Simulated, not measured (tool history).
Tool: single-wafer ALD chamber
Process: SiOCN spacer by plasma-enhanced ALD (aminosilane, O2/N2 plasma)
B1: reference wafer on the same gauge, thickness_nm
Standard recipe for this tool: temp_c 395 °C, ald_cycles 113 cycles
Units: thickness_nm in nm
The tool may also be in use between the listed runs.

{"run": 1, "hour": 0.0, "temp_c": 395, "ald_cycles": 122, "B1": 8.926, "thickness_nm": 8.149}
{"run": 2, "hour": 37.8, "temp_c": 404, "ald_cycles": 104, "B1": 8.933, "thickness_nm": 6.856}
{"run": 3, "hour": 106.4, "temp_c": 404, "ald_cycles": 104, "B1": 8.932, "thickness_nm": 6.846}
{"run": 4, "hour": 166.6, "temp_c": 404, "ald_cycles": 104, "B1": 8.932, "thickness_nm": 6.861}
{"run": 5, "hour": 216.6, "temp_c": 395, "ald_cycles": 108, "B1": 8.948, "thickness_nm": 7.201}
{"run": 6, "hour": 274.4, "temp_c": 395, "ald_cycles": 108, "B1": 8.953, "thickness_nm": 7.214}
{"run": 7, "hour": 326.1, "temp_c": 395, "ald_cycles": 108, "B1": 8.937, "thickness_nm": 7.24}
{"run": 8, "hour": 381.8, "temp_c": 395, "ald_cycles": 113, "B1": 8.954, "thickness_nm": 7.564}
{"run": 9, "hour": 408.6, "temp_c": 395, "ald_cycles": 113, "B1": 8.946, "thickness_nm": 7.555}
{"run": 10, "hour": 478.0, "temp_c": 388, "ald_cycles": 113, "B1": 8.951, "thickness_nm": 7.57}
{"hour": 509.4, "done": "thermocouple changed; heater temperature recalibrated"}
{"run": 11, "hour": 509.9, "temp_c": 388, "ald_cycles": 113, "B1": 8.953, "thickness_nm": 7.569}
{"run": 12, "hour": 551.4, "temp_c": 388, "ald_cycles": 113, "B1": 8.952, "thickness_nm": 7.58}
{"run": 13, "hour": 760.8, "temp_c": 403, "ald_cycles": 128, "B1": 8.958, "thickness_nm": 8.458}
{"run": 14, "hour": 817.0, "temp_c": 400, "ald_cycles": 119, "B1": 8.947, "thickness_nm": 7.957}
{"run": 15, "hour": 847.4, "temp_c": 406, "ald_cycles": 99, "B1": 8.948, "thickness_nm": 6.468}
{"run": 16, "hour": 902.9, "temp_c": 395, "ald_cycles": 113, "B1": 8.96, "thickness_nm": 7.596}
{"run": 17, "hour": 927.9, "temp_c": 403, "ald_cycles": 125, "B1": 8.952, "thickness_nm": 8.286}
{"run": 18, "hour": 998.2, "temp_c": 382, "ald_cycles": 133, "B1": 8.97, "thickness_nm": 8.936}
{"hour": 1042.6, "done": "gauge calibrated"}
{"run": 19, "hour": 1068.4, "temp_c": 382, "ald_cycles": 102, "B1": 8.883, "thickness_nm": 6.763}
{"run": 20, "hour": 1108.7, "temp_c": 382, "ald_cycles": 99, "B1": 8.87, "thickness_nm": 6.574}
{"run": 21, "hour": 1169.8, "temp_c": 395, "ald_cycles": 105, "B1": 8.886, "thickness_nm": 6.994}
{"run": 22, "hour": 1329.2, "temp_c": 408, "ald_cycles": 113, "B1": 8.914, "thickness_nm": 7.292}
{"run": 23, "hour": 1385.4, "temp_c": 395, "ald_cycles": 113, "B1": 8.912, "thickness_nm": 7.539}
{"run": 24, "hour": 1412.2, "temp_c": 389, "ald_cycles": 120, "B1": 8.913, "thickness_nm": 8.019}
{"run": 25, "hour": 1448.8, "temp_c": 408, "ald_cycles": 113, "B1": 8.922, "thickness_nm": 7.312}

Forecast each of these 3 alternatives for the next run:
{"run": "A", "hour": 1449.4, "temp_c": 395, "ald_cycles": 113, "B1": "?", "thickness_nm": "?"}
{"run": "B", "hour": 1449.4, "temp_c": 405, "ald_cycles": 113, "B1": "?", "thickness_nm": "?"}
{"run": "C", "hour": 1449.4, "temp_c": 382, "ald_cycles": 91, "B1": "?", "thickness_nm": "?"}

run=A B1=8.923 thickness_nm=7.544
run=B B1=8.923 thickness_nm=7.399
run=C B1=8.923 thickness_nm=6.075
Without the tool's unlogged condition, the same runs would have read:
run=A thickness_nm=7.491
run=B thickness_nm=7.348
run=C thickness_nm=6.033
